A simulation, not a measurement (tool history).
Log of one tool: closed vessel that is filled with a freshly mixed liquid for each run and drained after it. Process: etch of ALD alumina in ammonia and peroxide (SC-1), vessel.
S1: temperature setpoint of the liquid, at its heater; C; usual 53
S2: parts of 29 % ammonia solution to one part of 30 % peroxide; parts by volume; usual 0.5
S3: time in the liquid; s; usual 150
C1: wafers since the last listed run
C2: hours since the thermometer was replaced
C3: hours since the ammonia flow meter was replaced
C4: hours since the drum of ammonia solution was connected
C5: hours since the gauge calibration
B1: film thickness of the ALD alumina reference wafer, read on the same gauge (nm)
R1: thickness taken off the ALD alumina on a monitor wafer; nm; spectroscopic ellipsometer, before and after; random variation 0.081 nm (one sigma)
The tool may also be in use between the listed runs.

run,hour,S1,S2,S3,C1,C2,C3,C4,C5,B1,R1
1,0,53,0.5,150,0,430.9,800.7,605,308.7,79.98,12.3
2,15.5,53,0.5,150,2106,446.4,816.2,620.5,324.2,79.99,12.03
3,49.4,53,0.5,150,4606,480.3,850.1,654.4,358.1,79.98,12.15
4,63.9,53,0.5,90,1970,494.8,864.6,668.9,372.6,80.01,7.44
5,73,53,0.5,90,1236,503.9,873.7,678,381.7,80.02,7.35
# hour 78.7: ammonia flow meter replaced
6,86.1,53,0.5,90,1644,517,7.4,691.1,394.8,80.01,7.39
7,97.4,53,0.5,150,1535,528.3,18.7,702.4,406.1,79.98,12.26
# hour 107.5: new drum of ammonia solution connected
# hour 111.2: thermometer replaced
# hour 124.7: gauge calibrated
8,147.4,53,0.5,150,6523,36.2,68.7,39.9,22.7,80,12.73
9,158.4,53,0.5,150,1494,47.2,79.7,50.9,33.7,79.99,12.95
10,169.7,61.5,0.6,150,1535,58.5,91,62.2,45,79.99,20.15
11,177.9,46,0.65,150,1114,66.7,99.2,70.4,53.2,80.03,9.05
12,184.1,53,0.6,150,842,72.9,105.4,76.6,59.4,79.95,13.14
13,199.8,46,0.6,60,2133,88.6,121.1,92.3,75.1,79.98,3.61
14,214.2,53,0.5,90,1956,103,135.5,106.7,89.5,79.98,7.74
15,229.8,44.5,0.5,240,2120,118.6,151.1,122.3,105.1,79.97,13.05

Forecast run 16:
# hour 235.5: thermometer replaced, repeated, since the last time left the tool worse
16,242.6,58.5,0.3,80,1603,7.1,163.9,135.1,117.9,?,?

B1: 79.99
R1: 8.13 nm
Without the tool's hidden state the same run would have given R1 8.08 nm.
